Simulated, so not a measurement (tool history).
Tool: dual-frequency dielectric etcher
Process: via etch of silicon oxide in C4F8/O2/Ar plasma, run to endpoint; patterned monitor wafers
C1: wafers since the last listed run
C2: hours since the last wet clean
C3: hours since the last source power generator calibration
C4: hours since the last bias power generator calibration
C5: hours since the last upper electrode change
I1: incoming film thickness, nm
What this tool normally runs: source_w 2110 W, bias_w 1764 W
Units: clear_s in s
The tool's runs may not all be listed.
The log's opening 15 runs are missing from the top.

{"run": 16, "hour": 369.8, "source_w": 2110, "bias_w": 1764, "C1": 162, "C2": 237.4, "C3": 3475.8, "C4": 3410.3, "C5": 3248.4, "I1": 1432.9, "clear_s": 281.8}
{"run": 17, "hour": 393.7, "source_w": 1630, "bias_w": 1603, "C1": 116, "C2": 261.3, "C3": 3499.7, "C4": 3434.2, "C5": 3272.3, "I1": 1458.7, "clear_s": 346.6}
{"run": 18, "hour": 427.0, "source_w": 1840, "bias_w": 1329, "C1": 162, "C2": 294.6, "C3": 3533, "C4": 3467.5, "C5": 3305.6, "I1": 1429.5, "clear_s": 336.3}
{"hour": 461.2, "done": "upper electrode replaced"}
{"run": 19, "hour": 461.7, "source_w": 2300, "bias_w": 1764, "C1": 52, "C2": 329.3, "C3": 3567.7, "C4": 3502.2, "C5": 0.5, "I1": 1424.1, "clear_s": 269.1}
{"run": 20, "hour": 462.1, "source_w": 2400, "bias_w": 1463, "C1": 1, "C2": 329.7, "C3": 3568.1, "C4": 3502.6, "C5": 0.9, "I1": 1445.9, "clear_s": 285.4}
{"hour": 478.4, "done": "bias power generator calibrated"}
{"run": 21, "hour": 478.9, "source_w": 2630, "bias_w": 1382, "C1": 62, "C2": 346.5, "C3": 3584.9, "C4": 0.5, "C5": 17.7, "I1": 1430.5, "clear_s": 270.5}
{"run": 22, "hour": 493.8, "source_w": 2390, "bias_w": 1365, "C1": 72, "C2": 361.4, "C3": 3599.8, "C4": 15.4, "C5": 32.6, "I1": 1453.6, "clear_s": 289.4}
{"run": 23, "hour": 518.6, "source_w": 1810, "bias_w": 2184, "C1": 120, "C2": 386.2, "C3": 3624.6, "C4": 40.2, "C5": 57.4, "I1": 1429.4, "clear_s": 290.3}
{"hour": 552.8, "done": "source power generator calibrated"}
{"run": 24, "hour": 553.5, "source_w": 2540, "bias_w": 1764, "C1": 150, "C2": 421.1, "C3": 0.7, "C4": 75.1, "C5": 92.3, "I1": 1424.1, "clear_s": 257.3}
{"run": 25, "hour": 566.2, "source_w": 1860, "bias_w": 1538, "C1": 61, "C2": 433.8, "C3": 13.4, "C4": 87.8, "C5": 105, "I1": 1432.1, "clear_s": 321.9}
{"run": 26, "hour": 601.9, "source_w": 2110, "bias_w": 1764, "C1": 173, "C2": 469.5, "C3": 49.1, "C4": 123.5, "C5": 140.7, "I1": 1426.4, "clear_s": 290.2}
{"run": 27, "hour": 629.1, "source_w": 2110, "bias_w": 1764, "C1": 132, "C2": 496.7, "C3": 76.3, "C4": 150.7, "C5": 167.9, "I1": 1442.3, "clear_s": 292.3}
{"run": 28, "hour": 651.4, "source_w": 1930, "bias_w": 1507, "C1": 108, "C2": 519, "C3": 98.6, "C4": 173, "C5": 190.2, "I1": 1452.2, "clear_s": 320.3}
{"run": 29, "hour": 663.6, "source_w": 2110, "bias_w": 1764, "C1": 59, "C2": 531.2, "C3": 110.8, "C4": 185.2, "C5": 202.4, "I1": 1446.7, "clear_s": 292}
{"run": 30, "hour": 686.8, "source_w": 1590, "bias_w": 1987, "C1": 112, "C2": 554.4, "C3": 134, "C4": 208.4, "C5": 225.6, "I1": 1410.8, "clear_s": 323.9}
{"run": 31, "hour": 709.5, "source_w": 2110, "bias_w": 2132, "C1": 110, "C2": 577.1, "C3": 156.7, "C4": 231.1, "C5": 248.3, "I1": 1427.8, "clear_s": 276.1}
{"run": 32, "hour": 739.7, "source_w": 1600, "bias_w": 1562, "C1": 147, "C2": 607.3, "C3": 186.9, "C4": 261.3, "C5": 278.5, "I1": 1426.3, "clear_s": 352.4}
{"hour": 771.8, "done": "wet clean of the chamber"}
{"run": 33, "hour": 772.3, "source_w": 2110, "bias_w": 2131, "C1": 41, "C2": 0.5, "C3": 219.5, "C4": 293.9, "C5": 311.1, "I1": 1440.9, "clear_s": 261.3}
{"run": 34, "hour": 800.8, "source_w": 2110, "bias_w": 1764, "C1": 138, "C2": 29, "C3": 248, "C4": 322.4, "C5": 339.6, "I1": 1441.5, "clear_s": 274.8}
{"run": 35, "hour": 826.5, "source_w": 2110, "bias_w": 1764, "C1": 125, "C2": 54.7, "C3": 273.7, "C4": 348.1, "C5": 365.3, "I1": 1418.1, "clear_s": 274.8}

Alternative continuations, all from the tool just after run 35; predict every row:
{"run": "A", "hour": 827.0, "source_w": 2110, "bias_w": 1764, "C1": 2, "C2": 55.2, "C3": 274.2, "C4": 348.6, "C5": 365.8, "I1": 1424.4, "clear_s": "?"}
{"run": "B", "hour": 827.0, "source_w": 1930, "bias_w": 1993, "C1": 2, "C2": 55.2, "C3": 274.2, "C4": 348.6, "C5": 365.8, "I1": 1424.4, "clear_s": "?"}
{"run": "C", "hour": 827.0, "source_w": 2110, "bias_w": 1368, "C1": 2, "C2": 55.2, "C3": 274.2, "C4": 348.6, "C5": 365.8, "I1": 1424.4, "clear_s": "?"}
{"run": "D", "hour": 827.0, "source_w": 2270, "bias_w": 1923, "C1": 2, "C2": 55.2, "C3": 274.2, "C4": 348.6, "C5": 365.8, "I1": 1424.4, "clear_s": "?"}

run=A clear_s=272.8
run=B clear_s=275.8
run=C clear_s=293.4
run=D clear_s=255.9
Stripped of hidden state, with their random variation kept, the same runs would have yielded:
run=A clear_s=271.6
run=B clear_s=274.6
run=C clear_s=292.1
run=D clear_s=254.8
